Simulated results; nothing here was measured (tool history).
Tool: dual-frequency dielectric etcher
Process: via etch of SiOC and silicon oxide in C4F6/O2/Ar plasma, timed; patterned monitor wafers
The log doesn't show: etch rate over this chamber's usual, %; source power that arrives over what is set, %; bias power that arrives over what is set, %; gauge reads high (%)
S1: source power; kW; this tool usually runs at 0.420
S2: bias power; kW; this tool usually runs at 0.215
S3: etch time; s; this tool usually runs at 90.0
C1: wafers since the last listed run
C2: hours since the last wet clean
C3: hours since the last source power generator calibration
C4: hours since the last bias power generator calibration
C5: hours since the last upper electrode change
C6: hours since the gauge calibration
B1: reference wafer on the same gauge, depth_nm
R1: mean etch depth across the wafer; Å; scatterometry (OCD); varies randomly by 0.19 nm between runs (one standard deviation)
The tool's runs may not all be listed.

run    hour     S1     S2     S3    C1     C2      C3      C4      C5      C6  B1    R1
  1     0.0  0.420  0.255   90.0     0  273.4  1229.3  4635.5  4452.7   436.7  86  1121
  2    32.2  0.420  0.255   90.0   265  305.6  1261.5  4667.7  4484.9   468.9  86  1123
  3    73.4  0.420  0.255   90.0   339  346.8  1302.7  4708.9  4526.1   510.1  86  1126
  4   121.0  0.420  0.215   79.5   392  394.4  1350.3  4756.5  4573.7   557.7  86   945
      273.9  -- wet clean of the chamber
  5   274.4  0.420  0.226   90.0  1067    0.5  1503.7  4909.9  4727.1   711.1  86  1074
  6   293.8  0.420  0.226   90.0   160   19.9  1523.1  4929.3  4746.5   730.5  86  1076
  7   333.0  0.420  0.226   90.0   323   59.1  1562.3  4968.5  4785.7   769.7  86  1077
      363.8  -- upper electrode replaced
  8   365.1  0.420  0.215   90.0    66   91.2  1594.4  5000.6     1.3   801.8  86  1059
      431.9  -- bias power generator calibrated
  9   432.4  0.420  0.215   90.0   522  158.5  1661.7     0.5    68.6   869.1  86  1063
      443.9  -- source power generator calibrated
 10   488.0  0.420  0.215   90.0   425  214.1    44.1    56.1   124.2   924.7  86  1053
 11   520.3  0.420  0.215   90.0   266  246.4    76.4    88.4   156.5   957.0  86  1053
 12   557.6  0.330  0.262  113.5   307  283.7   113.7   125.7   193.8   994.3  86  1309
 13   614.1  0.420  0.215   71.5   466  340.2   170.2   182.2   250.3  1050.8  86   842
 14   661.5  0.370  0.164   90.0   391  387.6   217.6   229.6   297.7  1098.2  86   948
      687.7  -- gauge calibrated
 15   704.4  0.420  0.215   90.0   353  430.5   260.5   272.5   340.6    16.7  86  1068
 16   749.6  0.460  0.215   82.0   372  475.7   305.7   317.7   385.8    61.9  86  1004
      806.5  -- wet clean of the chamber
 17   816.7  0.510  0.182  113.0   355   10.2   372.8   384.8   452.9   129.0  86  1346
 18   871.8  0.380  0.198  110.5   454   65.3   427.9   439.9   508.0   184.1  86  1224
 19   912.6  0.420  0.215   90.0   336  106.1   468.7   480.7   548.8   224.9  86  1057
 20   957.1  0.350  0.229   68.0   367  150.6   513.2   525.2   593.3   269.4  86   766
 21  1012.2  0.420  0.215   90.0   454  205.7   568.3   580.3   648.4   324.5  86  1059
 22  1045.4  0.420  0.215   90.0   273  238.9   601.5   613.5   681.6   357.7  86  1062
 23  1091.3  0.420  0.215   71.0   378  284.8   647.4   659.4   727.5   403.6  86   843

Each run again, without the hidden state but with its own random variation kept:
run    R1
  1  1096
  2  1097
  3  1099
  4   920
  5  1057
  6  1059
  7  1058
  8  1039
  9  1041
 10  1043
 11  1041
 12  1291
 13   827
 14   930
 15  1044
 16   980
 17  1335
 18  1211
 19  1044
 20   755
 21  1040
 22  1043
 23   826
